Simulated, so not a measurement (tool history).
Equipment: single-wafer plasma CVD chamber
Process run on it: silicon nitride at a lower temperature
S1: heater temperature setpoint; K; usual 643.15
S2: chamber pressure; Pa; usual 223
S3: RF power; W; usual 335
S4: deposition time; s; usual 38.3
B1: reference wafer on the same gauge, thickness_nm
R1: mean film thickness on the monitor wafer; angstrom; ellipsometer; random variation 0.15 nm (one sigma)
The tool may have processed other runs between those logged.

{"run": 1, "day": 0.0, "S1": 643.15, "S2": 247, "S3": 335, "S4": 38.3, "B1": 61.161, "R1": 578.52}
{"run": 2, "day": 5.842, "S1": 643.15, "S2": 247, "S3": 335, "S4": 38.3, "B1": 61.205, "R1": 576.94}
{"run": 3, "day": 6.925, "S1": 643.15, "S2": 223, "S3": 335, "S4": 38.3, "B1": 61.227, "R1": 557.89}
{"run": 4, "day": 9.888, "S1": 649.15, "S2": 223, "S3": 335, "S4": 38.3, "B1": 61.246, "R1": 559.62}
{"run": 5, "day": 11.179, "S1": 643.15, "S2": 223, "S3": 335, "S4": 38.3, "B1": 61.295, "R1": 559.37}
{"run": 6, "day": 13.767, "S1": 643.15, "S2": 223, "S3": 335, "S4": 38.3, "B1": 61.292, "R1": 561.9}
{"run": 7, "day": 14.983, "S1": 643.15, "S2": 223, "S3": 335, "S4": 38.3, "B1": 61.311, "R1": 559.66}
{"run": 8, "day": 16.783, "S1": 643.15, "S2": 223, "S3": 335, "S4": 38.3, "B1": 61.28, "R1": 559.69}
{"run": 9, "day": 18.896, "S1": 643.15, "S2": 223, "S3": 335, "S4": 38.3, "B1": 61.324, "R1": 561.73}
{"run": 10, "day": 21.375, "S1": 643.15, "S2": 223, "S3": 305, "S4": 38.3, "B1": 61.391, "R1": 529.9}
{"day": 23.104, "done": "RF generator calibrated"}
{"run": 11, "day": 24.725, "S1": 643.15, "S2": 223, "S3": 305, "S4": 38.3, "B1": 61.367, "R1": 529.32}
{"run": 12, "day": 26.367, "S1": 643.15, "S2": 223, "S3": 335, "S4": 38.3, "B1": 61.357, "R1": 562.89}
{"run": 13, "day": 27.438, "S1": 643.15, "S2": 223, "S3": 335, "S4": 38.3, "B1": 61.378, "R1": 562.5}
{"run": 14, "day": 28.896, "S1": 643.15, "S2": 223, "S3": 335, "S4": 38.3, "B1": 61.402, "R1": 561.18}
{"run": 15, "day": 31.742, "S1": 629.15, "S2": 199, "S3": 395, "S4": 38.3, "B1": 61.369, "R1": 596}
{"run": 16, "day": 33.042, "S1": 643.15, "S2": 223, "S3": 335, "S4": 32.3, "B1": 61.401, "R1": 474.47}
{"run": 17, "day": 34.683, "S1": 643.15, "S2": 223, "S3": 335, "S4": 38.3, "B1": 61.43, "R1": 560.56}
{"day": 35.312, "done": "capacitance manometer re-zeroed and calibrated"}
{"run": 18, "day": 36.675, "S1": 643.15, "S2": 223, "S3": 335, "S4": 38.3, "B1": 61.399, "R1": 561.15}
{"day": 37.604, "done": "showerhead replaced"}
{"day": 39.383, "done": "gauge calibrated"}
{"run": 19, "day": 39.392, "S1": 643.15, "S2": 271, "S3": 335, "S4": 38.3, "B1": 60.537, "R1": 584.61}
{"day": 41.412, "done": "thermocouple changed; heater temperature recalibrated"}
{"run": 20, "day": 43.204, "S1": 643.15, "S2": 223, "S3": 335, "S4": 38.3, "B1": 60.751, "R1": 558.29}
{"run": 21, "day": 44.571, "S1": 643.15, "S2": 257, "S3": 290, "S4": 38.3, "B1": 60.807, "R1": 533.85}
{"run": 22, "day": 46.342, "S1": 643.15, "S2": 223, "S3": 335, "S4": 38.3, "B1": 60.881, "R1": 557.24}
{"run": 23, "day": 51.083, "S1": 638.15, "S2": 223, "S3": 335, "S4": 34.9, "B1": 61.061, "R1": 509.34}
{"run": 24, "day": 53.829, "S1": 632.15, "S2": 207, "S3": 295, "S4": 31, "B1": 61.115, "R1": 413.96}
{"run": 25, "day": 55.275, "S1": 643.15, "S2": 223, "S3": 295, "S4": 38.3, "B1": 61.142, "R1": 517.41}
{"run": 26, "day": 59.671, "S1": 643.15, "S2": 192, "S3": 400, "S4": 38.3, "B1": 61.22, "R1": 590.87}

Forecast each of these 3 alternatives for the next run:
{"run": "A", "day": 59.688, "S1": 635.15, "S2": 223, "S3": 335, "S4": 38.3, "B1": "?", "R1": "?"}
{"run": "B", "day": 59.688, "S1": 643.15, "S2": 184, "S3": 300, "S4": 45.6, "B1": "?", "R1": "?"}
{"run": "C", "day": 59.688, "S1": 636.15, "S2": 240, "S3": 315, "S4": 38.3, "B1": "?", "R1": "?"}

run=A B1=61.275 R1=562.64
run=B B1=61.275 R1=588.94
run=C B1=61.275 R1=555.19
Without the tool's hidden state the same runs would have given:
run=A R1=555.74
run=B R1=581.72
run=C R1=548.39
